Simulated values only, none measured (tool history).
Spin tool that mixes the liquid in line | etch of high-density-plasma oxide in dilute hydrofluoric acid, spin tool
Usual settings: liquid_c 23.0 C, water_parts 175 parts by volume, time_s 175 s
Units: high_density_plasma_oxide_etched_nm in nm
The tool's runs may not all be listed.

run     day  liquid_c  water_parts  time_s  wafers since the last listed run  hours since the thermometer was replaced  hours since the hydrofluoric acid flow meter was replaced  hours since the gauge calibration  read-back film thickness of the high-density-plasma oxide reference wafer, read on the same gauge (nm)  high_density_plasma_oxide_etched_nm
  1   0.000      25.5          175     175                                 0                                    1867.8                                                     1610.7                              373.1                                                                                                  129.98                                 8.45
  2   2.438      25.5          175     175                               310                                    1926.3                                                     1669.2                              431.6                                                                                                  129.98                                 8.40
      3.662  -- gauge calibrated
  3   3.812      25.5          175     175                               175                                    1959.3                                                     1702.2                                3.6                                                                                                  129.98                                 8.41
  4   5.396      23.0          175     115                               201                                    1997.3                                                     1740.2                               41.6                                                                                                  130.01                                 5.02
  5   6.946      23.0          175     115                               197                                    2034.5                                                     1777.4                               78.8                                                                                                  130.02                                 5.01
  6   9.200      23.0          175     115                               287                                    2088.6                                                     1831.5                              132.9                                                                                                  130.04                                 5.05
  7  10.288      23.0          175     175                               138                                    2114.7                                                     1857.6                              159.0                                                                                                  129.98                                 7.64
  8  12.433      23.0          175     140                               273                                    2166.2                                                     1909.1                              210.5                                                                                                  130.01                                 6.06
  9  13.625      23.0          175     175                               152                                    2194.8                                                     1937.7                              239.1                                                                                                  129.98                                 7.63
 10  15.575      23.0          175     175                               248                                    2241.6                                                     1984.5                              285.9                                                                                                  129.97                                 7.56
 11  16.971      26.0          130     175                               178                                    2275.1                                                     2018.0                              319.4                                                                                                  130.02                                11.94
 12  18.788      23.0          200     240                               231                                    2318.7                                                     2061.6                              363.0                                                                                                  129.99                                 8.84
 13  21.517      23.0          175     175                               348                                    2384.2                                                     2127.1                              428.5                                                                                                  129.96                                 7.61
 14  23.171      23.0          175     175                               211                                    2423.9                                                     2166.8                              468.2                                                                                                  130.03                                 7.50
     23.967  -- gauge calibrated
 15  25.954      21.5          175     235                               355                                    2490.7                                                     2233.6                               47.7                                                                                                  130.02                                 9.64
     27.246  -- hydrofluoric acid flow meter replaced
     27.742  -- thermometer replaced
 16  28.671      18.0          175      80                               335                                      22.3                                                       34.2                              112.9                                                                                                  130.01                                 3.04
 17  29.796      23.0          100     175                               143                                      49.3                                                       61.2                              139.9                                                                                                  129.97                                15.44
 18  32.533      23.0          175     175                               349                                     115.0                                                      126.9                              205.6                                                                                                  130.00                                 8.19
 19  34.879      27.0          205      70                               299                                     171.3                                                      183.2                              261.9                                                                                                  129.98                                 3.09
 20  37.000      20.5          175     175                               270                                     222.2                                                      234.1                              312.8                                                                                                  130.00                                 7.31
 21  38.679      19.0          125     230                               214                                     262.5                                                      274.4                              353.1                                                                                                  130.00                                13.23

Forecast each of these 5 alternatives for the next run:
  A  38.700      23.0          175     175                                 2                                     263.0                                                      274.9                              353.6                                                                                                       ?                                    ?
  B  38.700      23.0          175      75                                 2                                     263.0                                                      274.9                              353.6                                                                                                       ?                                    ?
  C  38.700      25.0          260      85                                 2                                     263.0                                                      274.9                              353.6                                                                                                       ?                                    ?
  D  38.700      23.0          175     275                                 2                                     263.0                                                      274.9                              353.6                                                                                                       ?                                    ?
  E  38.700      23.0           95     125                                 2                                     263.0                                                      274.9                              353.6                                                                                                       ?                                    ?

run  read-back film thickness of the high-density-plasma oxide reference wafer, read on the same gauge (nm)  high_density_plasma_oxide_etched_nm
  A                                                                                                  129.99                                 7.97
  B                                                                                                  129.99                                 3.42
  C                                                                                                  129.99                                 2.56
  D                                                                                                  129.99                                12.53
  E                                                                                                  129.99                                11.50
Without the tool's hidden state the same runs would have given:
run  high_density_plasma_oxide_etched_nm
  A                                 8.07
  B                                 3.46
  C                                 2.59
  D                                12.68
  E                                11.63
